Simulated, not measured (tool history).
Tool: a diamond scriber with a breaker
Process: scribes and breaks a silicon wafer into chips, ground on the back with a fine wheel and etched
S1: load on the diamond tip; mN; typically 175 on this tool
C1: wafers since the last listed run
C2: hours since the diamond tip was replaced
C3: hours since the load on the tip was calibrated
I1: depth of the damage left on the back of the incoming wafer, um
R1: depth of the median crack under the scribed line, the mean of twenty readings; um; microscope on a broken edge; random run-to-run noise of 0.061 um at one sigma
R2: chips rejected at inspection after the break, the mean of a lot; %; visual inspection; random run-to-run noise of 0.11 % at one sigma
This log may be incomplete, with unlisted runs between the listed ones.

run     day   S1  C1     C2      C3    I1     R1    R2
  1       0  207   0    0.5  1364.9  0.59  10.82  4.65
  2   0.496  207  23   12.4  1376.8  0.72  10.94  4.77
  3   1.196  175  32   29.2  1393.6  0.36   9.93  2.13
  4   1.767  175  26   42.9  1407.3  0.53   9.76  2.09
  5   2.333  194  26   56.5  1420.9  0.55  10.43  2.99
  6   2.833  194  23   68.5  1432.9  0.47  10.51  3.13
  7   3.762  194  43   90.8  1455.2   0.5  10.46  3.28
  8   5.442  159  78  131.1  1495.5  0.65   9.27   1.6
  9   5.883  159  20  141.7  1506.1  0.39   9.29   1.6
 10   6.579  159  32  158.4  1522.8  0.51   9.31  1.62
 11   7.192  137  28  173.1  1537.5  0.64   8.48  2.25
 12   7.833  137  29  188.5  1552.9  0.41   8.59   2.3
 13   8.133  137  13  195.7  1560.1  0.74   8.51  2.13
 14   8.667  212  24  208.5  1572.9  0.62  10.69  4.43
 15   9.096  212  19  218.8  1583.2  0.45  10.77  3.64
 16   9.646  175  25    232  1596.4  0.69   9.65  1.86
 17  10.071  209  19  242.2  1606.6  0.63  10.69  3.55
 18  10.738  209  30  258.2  1622.6  0.57  10.64  3.76
 19  11.358  175  28  273.1  1637.5   0.6   9.44  1.82
 20  11.708  175  16  281.5  1645.9  0.62   9.48  1.92
     12.121  -- load on the tip recalibrated
 21  12.233  175  20  294.1     2.7  0.63   8.48  1.97
 22  12.712  132  22  305.6    14.2  0.43   7.21     7
 23  13.212  151  23  317.6    26.2  0.54   7.77  4.46
 24  13.838  148  29  332.6    41.2  0.36   7.64  5.31
 25  14.342  211  23  344.7    53.3  0.47   9.31  1.75
     14.579  -- diamond tip replaced by a new one
 26  14.762  175  15    4.4    63.4  0.33   9.19  1.62
 27  15.092  175  15   12.3    71.3  0.34   9.14  1.81
 28  15.838  196  34   30.2    89.2  0.73   9.64  2.06
 29  16.283  191  20   40.9    99.9  0.32   9.52  1.85
 30  16.583  142  13   48.1   107.1  0.49   7.95  3.56
 31  17.133  138  25   61.3   120.3  0.67   7.84     4
 32  17.975  175  39   81.5   140.5  0.55   8.95  1.65
 33  18.592  161  28   96.3   155.3  0.57   8.55  2.09
 34  19.112  175  24  108.8   167.8  0.75   8.89  1.85
 35    19.4  175  13  115.7   174.7  0.74   8.97  1.83
 36  19.971  150  26  129.4   188.4  0.58   8.21  3.22
 37  20.612  175  29  144.8   203.8  0.72   8.93  1.59
 38  21.175  197  26  158.3   217.3  0.46   9.44  1.68
 39  21.508  143  15  166.3   225.3  0.33   7.94  3.99
 40  22.188  198  31  182.6   241.6   0.6   9.46  1.75
 41  22.917  175  33  200.1   259.1  0.57   8.73  1.79
 42  23.171  135  11  206.2   265.2   0.6   7.63  5.49
 43  23.429  219  12  212.4   271.4  0.36   9.89  2.48

Each run again, without the hidden state but with its own random variation kept:
Hidden state at play: share of the diamond tip's cutting effectiveness lost through wear, %; deviation of the load on the tip from its setpoint, %.
run     R1    R2
  1  10.15  2.87
  2  10.26  2.93
  3   9.29  1.69
  4   9.13  1.65
  5   9.75  1.86
  6   9.82  1.94
  7   9.78  2.04
  8   8.69  1.87
  9   8.72  1.87
 10   8.76  1.91
 11      8   3.5
 12   8.12  3.52
 13   8.06  3.21
 14  10.14  2.98
 15  10.25  2.48
 16    9.2  1.65
 17  10.23  2.54
 18  10.23  2.79
 19   9.11   1.7
 20   9.18  1.81
 21   9.15  1.47
 22   7.82     4
 23   8.48  2.31
 24   8.41  2.59
 25  10.32  2.97
 26   9.35  1.59
 27    9.3  1.78
 28   9.81  2.27
 29    9.7  2.01
 30    8.1  3.08
 31      8  3.45
 32   9.15   1.6
 33   8.76  1.82
 34   9.12  1.78
 35   9.21  1.75
 36   8.46  2.59
 37   9.22   1.5
 38   9.77  2.01
 39   8.24     3
 40   9.86  2.16
 41   9.14  1.59
 42   8.01  3.86
 43   10.4   3.6
